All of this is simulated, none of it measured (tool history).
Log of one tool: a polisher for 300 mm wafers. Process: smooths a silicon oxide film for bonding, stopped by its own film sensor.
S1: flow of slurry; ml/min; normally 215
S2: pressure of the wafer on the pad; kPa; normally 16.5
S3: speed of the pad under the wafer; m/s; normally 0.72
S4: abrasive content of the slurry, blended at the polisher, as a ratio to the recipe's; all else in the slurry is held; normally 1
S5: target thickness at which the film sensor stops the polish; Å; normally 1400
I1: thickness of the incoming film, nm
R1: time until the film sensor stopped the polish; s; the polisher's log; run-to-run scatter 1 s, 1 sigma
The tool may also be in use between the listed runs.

run   hour   S1    S2    S3   S4    S5     I1     R1
  1      0  215  16.5  0.72    1  1500  182.2   62.4
  2   12.6  215  16.5  0.72    1  1500  182.1   63.1
  3   18.7  215  16.5  0.72    1  1400    180   81.4
      28.4  -- worn pad replaced by a new one
  4   32.3  215  16.5  0.72    1  1400  176.6   72.2
  5     47  215  16.5  0.72    1  1400  180.1     77
  6     54  215  16.5  0.72    1  1400  181.4   83.6
  7   70.8  215  16.5  0.72    1  1400  183.5   90.1
  8   86.3  215  16.5  0.72    1  1400  180.6   86.5
  9   94.1  215  16.5  0.72  1.2  1400  180.2   75.9
 10  102.9  215  16.5  0.72    1  1400  180.2     88
 11  110.9  215  16.5  0.72    1  1400  177.3   84.4
     124.5  -- head pressure recalibrated
     126.7  -- worn pad replaced by a new one
 12  127.2  215  18.6  0.84    1  1400    182   73.3
 13    135  140  20.7  0.72    1  1400  179.3   68.9
 14  147.7  215  16.5  0.72    1  1400  179.2   87.2
     151.3  -- slurry blender recalibrated
 15  159.5  215  16.5  0.72    1  1400  180.7   69.6
     165.1  -- slurry nozzle cleaned
 16  172.8  215  16.5  0.72    1  1270  178.7   90.9
 17  189.8  215  16.5  0.72  1.1  1340    180   78.6
 18  206.3  215  16.5  0.72    1  1310  178.8   89.4
     212.6  -- worn pad replaced by a new one
 19  213.9  215  16.5  0.52    1  1400  177.1   79.6
 20    228  215  16.5  0.72    1  1400  181.3   75.1
 21  241.4  215  11.7  0.78  0.7  1300  178.1  157.7
 22  256.5  215  16.5   0.6    1  1360  181.1   94.8
 23  269.7  215  16.5  0.72    1  1400  177.6   73.9

Some steps in R1 between neighbouring runs. How much of each would the tool show without its hidden state too (settings, what came in, random variation), and how much is left for the hidden state, with any gauge scatter that isn't in both results?
What the log doesn't record here: removal rate lost through wear of the pad, %; slurry flow missing at the pad, %; deviation of the head's pressure from its setpoint, %; abrasive missing from the slurry, %.
Run 14 -> 15: slurry blender recalibrated. R1 -17.6 s: hidden state -19.9, all else +2.3.
Run 20 -> 21: S2 16.5 -> 11.7, S3 0.72 -> 0.78, S4 1 -> 0.7, S5 1400 -> 1300. R1 +82.6 s: hidden state +12.1, all else +70.5.
Run 21 -> 22: S2 11.7 -> 16.5, S3 0.78 -> 0.6, S4 0.7 -> 1, S5 1300 -> 1360. R1 -62.9 s: hidden state -7, all else -55.9.
